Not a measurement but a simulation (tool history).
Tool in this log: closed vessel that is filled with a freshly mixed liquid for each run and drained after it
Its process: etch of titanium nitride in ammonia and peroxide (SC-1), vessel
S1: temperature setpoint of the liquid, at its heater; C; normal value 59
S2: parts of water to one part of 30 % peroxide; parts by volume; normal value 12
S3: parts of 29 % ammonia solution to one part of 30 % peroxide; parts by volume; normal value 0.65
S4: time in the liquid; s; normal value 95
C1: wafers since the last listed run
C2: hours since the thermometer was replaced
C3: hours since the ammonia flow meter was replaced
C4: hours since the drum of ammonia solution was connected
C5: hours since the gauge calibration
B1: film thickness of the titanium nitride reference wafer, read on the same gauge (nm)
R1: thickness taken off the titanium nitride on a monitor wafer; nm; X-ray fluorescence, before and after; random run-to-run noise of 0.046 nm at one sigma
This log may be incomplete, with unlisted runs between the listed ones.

| run | hour | S1 | S2 | S3 | S4 | C1 | C2 | C3 | C4 | C5 | B1 | R1 |
|---|---|---|---|---|---|---|---|---|---|---|---|---|
| 1 | 0 | 59 | 12 | 0.65 | 95 | 0 | 2832.5 | 701.3 | 220.6 | 210.8 | 69.99 | 11.03 |
|  | 9.3 | gauge calibrated |
| 2 | 11.8 | 59 | 8.5 | 0.65 | 65 | 1220 | 2844.3 | 713.1 | 232.4 | 2.5 | 69.98 | 9.04 |
| 3 | 22.2 | 63 | 9.5 | 0.65 | 95 | 1076 | 2854.7 | 723.5 | 242.8 | 12.9 | 70.01 | 16.13 |
| 4 | 37.7 | 63 | 9.5 | 0.65 | 95 | 1603 | 2870.2 | 739 | 258.3 | 28.4 | 70 | 16.32 |
| 5 | 53.1 | 63 | 9.5 | 0.65 | 95 | 1593 | 2885.6 | 754.4 | 273.7 | 43.8 | 69.97 | 16.16 |
| 6 | 68.1 | 59 | 12 | 0.65 | 95 | 1552 | 2900.6 | 769.4 | 288.7 | 58.8 | 70 | 10.98 |
| 7 | 80 | 59 | 12 | 0.8 | 95 | 1231 | 2912.5 | 781.3 | 300.6 | 70.7 | 69.98 | 11.33 |
| 8 | 90.1 | 59 | 12 | 0.8 | 95 | 1045 | 2922.6 | 791.4 | 310.7 | 80.8 | 70 | 11.36 |
|  | 100.3 | thermometer replaced |
|  | 112.1 | ammonia flow meter replaced |
| 9 | 117.4 | 59 | 12 | 0.8 | 95 | 2617 | 17.1 | 5.3 | 338 | 108.1 | 69.99 | 13.49 |
| 10 | 126.7 | 59 | 8.5 | 0.65 | 95 | 962 | 26.4 | 14.6 | 347.3 | 117.4 | 70.01 | 15.61 |
| 11 | 134.8 | 59 | 8.5 | 0.65 | 95 | 838 | 34.5 | 22.7 | 355.4 | 125.5 | 69.96 | 15.61 |
| 12 | 150.4 | 59 | 12 | 0.65 | 95 | 1614 | 50.1 | 38.3 | 371 | 141.1 | 70.03 | 12.99 |
| 13 | 163.8 | 59 | 12 | 0.65 | 95 | 1386 | 63.5 | 51.7 | 384.4 | 154.5 | 70 | 13 |
| 14 | 172 | 62.5 | 18 | 0.65 | 95 | 848 | 71.7 | 59.9 | 392.6 | 162.7 | 69.98 | 13.1 |
| 15 | 184 | 59 | 12 | 0.65 | 95 | 1241 | 83.7 | 71.9 | 404.6 | 174.7 | 70.03 | 12.87 |
| 16 | 201.9 | 67 | 9 | 0.65 | 125 | 1852 | 101.6 | 89.8 | 422.5 | 192.6 | 70.01 | 33.04 |
| 17 | 213.9 | 51 | 17.5 | 0.35 | 95 | 1241 | 113.6 | 101.8 | 434.5 | 204.6 | 70.03 | 5.45 |
|  | 222.8 | gauge calibrated |
| 18 | 224.4 | 51 | 12 | 0.65 | 135 | 1086 | 124.1 | 112.3 | 445 | 1.6 | 70 | 10.6 |
| 19 | 233.1 | 59 | 12 | 0.65 | 95 | 900 | 132.8 | 121 | 453.7 | 10.3 | 70.03 | 12.89 |
| 20 | 243.4 | 63 | 9.5 | 0.65 | 95 | 1065 | 143.1 | 131.3 | 464 | 20.6 | 70 | 18.75 |
| 21 | 251.8 | 56.5 | 13.5 | 0.95 | 70 | 869 | 151.5 | 139.7 | 472.4 | 29 | 69.99 | 8.03 |
|  | 255.9 | new drum of ammonia solution connected |
| 22 | 268.9 | 59 | 12 | 0.65 | 95 | 1665 | 168.6 | 156.8 | 13 | 46.1 | 69.97 | 13.11 |
| 23 | 279.9 | 59 | 12 | 0.65 | 95 | 1138 | 179.6 | 167.8 | 24 | 57.1 | 70 | 13.01 |
| 24 | 297 | 62 | 15 | 0.9 | 125 | 1769 | 196.7 | 184.9 | 41.1 | 74.2 | 70 | 19.7 |
| 25 | 313.7 | 52 | 7.5 | 0.5 | 50 | 1727 | 213.4 | 201.6 | 57.8 | 90.9 | 69.99 | 5.2 |
| 26 | 330.7 | 59 | 16.5 | 0.4 | 95 | 1759 | 230.4 | 218.6 | 74.8 | 107.9 | 70 | 10.01 |

Run 27 has not been measured yet. What should we expect?
| 27 | 338.2 | 59 | 12 | 0.65 | 95 | 776 | 237.9 | 226.1 | 82.3 | 115.4 | ? | ? |

{"run 27": {"B1": 70, "R1": 12.91}}
Without the tool's hidden state the same run would have given R1 13.29 nm.
